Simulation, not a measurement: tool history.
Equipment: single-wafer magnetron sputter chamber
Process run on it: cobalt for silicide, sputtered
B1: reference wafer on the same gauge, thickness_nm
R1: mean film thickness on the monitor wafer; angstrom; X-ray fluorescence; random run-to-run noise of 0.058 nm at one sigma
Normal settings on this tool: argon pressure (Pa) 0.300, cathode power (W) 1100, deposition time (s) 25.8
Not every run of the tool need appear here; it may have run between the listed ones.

run 1 hour=0.0 | argon_pressure_(Pa)=0.300 cathode_power_(W)=1100 deposition_time_(s)=25.8 | B1=13.904 | R1=122.85
run 2 hour=60.9 | argon_pressure_(Pa)=0.300 cathode_power_(W)=1100 deposition_time_(s)=25.8 | B1=13.918 | R1=121.05
run 3 hour=128.1 | argon_pressure_(Pa)=0.300 cathode_power_(W)=1100 deposition_time_(s)=28.7 | B1=13.887 | R1=134.51
run 4 hour=199.1 | argon_pressure_(Pa)=0.300 cathode_power_(W)=1100 deposition_time_(s)=25.8 | B1=13.867 | R1=120.08
-- hour=255.7 sputter target and shields replaced
run 5 hour=256.2 | argon_pressure_(Pa)=0.300 cathode_power_(W)=1100 deposition_time_(s)=25.8 | B1=13.895 | R1=122.86
run 6 hour=278.5 | argon_pressure_(Pa)=0.300 cathode_power_(W)=1100 deposition_time_(s)=25.8 | B1=13.906 | R1=123.60
run 7 hour=322.8 | argon_pressure_(Pa)=0.300 cathode_power_(W)=1100 deposition_time_(s)=25.8 | B1=13.908 | R1=122.16
run 8 hour=350.6 | argon_pressure_(Pa)=0.300 cathode_power_(W)=1100 deposition_time_(s)=25.8 | B1=13.914 | R1=121.60
run 9 hour=400.2 | argon_pressure_(Pa)=0.300 cathode_power_(W)=1000 deposition_time_(s)=28.8 | B1=13.891 | R1=127.17
run 10 hour=438.5 | argon_pressure_(Pa)=0.300 cathode_power_(W)=1000 deposition_time_(s)=28.8 | B1=13.901 | R1=126.65
-- hour=470.8 magnet pack replaced
run 11 hour=478.5 | argon_pressure_(Pa)=0.300 cathode_power_(W)=1000 deposition_time_(s)=28.8 | B1=13.891 | R1=125.02
run 12 hour=524.2 | argon_pressure_(Pa)=0.378 cathode_power_(W)=950 deposition_time_(s)=25.8 | B1=13.895 | R1=104.68
-- hour=541.7 sputter target and shields replaced
run 13 hour=551.3 | argon_pressure_(Pa)=0.300 cathode_power_(W)=1100 deposition_time_(s)=25.8 | B1=13.892 | R1=123.88
run 14 hour=637.9 | argon_pressure_(Pa)=0.300 cathode_power_(W)=1100 deposition_time_(s)=25.8 | B1=13.893 | R1=120.89
run 15 hour=666.9 | argon_pressure_(Pa)=0.300 cathode_power_(W)=1100 deposition_time_(s)=25.8 | B1=13.917 | R1=121.73
run 16 hour=735.6 | argon_pressure_(Pa)=0.300 cathode_power_(W)=1300 deposition_time_(s)=22.7 | B1=13.898 | R1=118.97
run 17 hour=802.6 | argon_pressure_(Pa)=0.235 cathode_power_(W)=1350 deposition_time_(s)=29.1 | B1=13.889 | R1=158.17
-- hour=817.4 sputter target and shields replaced
-- hour=835.1 gauge calibrated
run 18 hour=847.9 | argon_pressure_(Pa)=0.205 cathode_power_(W)=950 deposition_time_(s)=29.2 | B1=13.875 | R1=129.59
run 19 hour=905.7 | argon_pressure_(Pa)=0.418 cathode_power_(W)=850 deposition_time_(s)=25.8 | B1=13.893 | R1=98.83
run 20 hour=930.9 | argon_pressure_(Pa)=0.300 cathode_power_(W)=1350 deposition_time_(s)=22.8 | B1=13.892 | R1=124.13
-- hour=975.3 capacitance manometer re-zeroed and calibrated
run 21 hour=1022.3 | argon_pressure_(Pa)=0.300 cathode_power_(W)=1350 deposition_time_(s)=22.8 | B1=13.899 | R1=122.66
run 22 hour=1059.2 | argon_pressure_(Pa)=0.218 cathode_power_(W)=1250 deposition_time_(s)=24.3 | B1=13.889 | R1=126.84
-- hour=1076.0 sputter target and shields replaced
run 23 hour=1119.0 | argon_pressure_(Pa)=0.212 cathode_power_(W)=850 deposition_time_(s)=21.6 | B1=13.899 | R1=89.25
run 24 hour=1253.8 | argon_pressure_(Pa)=0.300 cathode_power_(W)=1250 deposition_time_(s)=22.7 | B1=13.910 | R1=115.04
run 25 hour=1289.2 | argon_pressure_(Pa)=0.243 cathode_power_(W)=1300 deposition_time_(s)=21.0 | B1=13.877 | R1=111.33
-- hour=1326.0 sputter target and shields replaced
run 26 hour=1353.1 | argon_pressure_(Pa)=0.339 cathode_power_(W)=1350 deposition_time_(s)=24.1 | B1=13.899 | R1=131.11
run 27 hour=1400.7 | argon_pressure_(Pa)=0.300 cathode_power_(W)=1100 deposition_time_(s)=25.8 | B1=13.902 | R1=122.02

For run 28, what comes out?
run 28 hour=1438.4 | argon_pressure_(Pa)=0.300 cathode_power_(W)=1100 deposition_time_(s)=25.8 | B1=? | R1=?

B1: 13.899
R1: 120.60 angstrom
With the hidden condition absent and the run-to-run variation left alone, this run would have shown R1 122.68 angstrom.
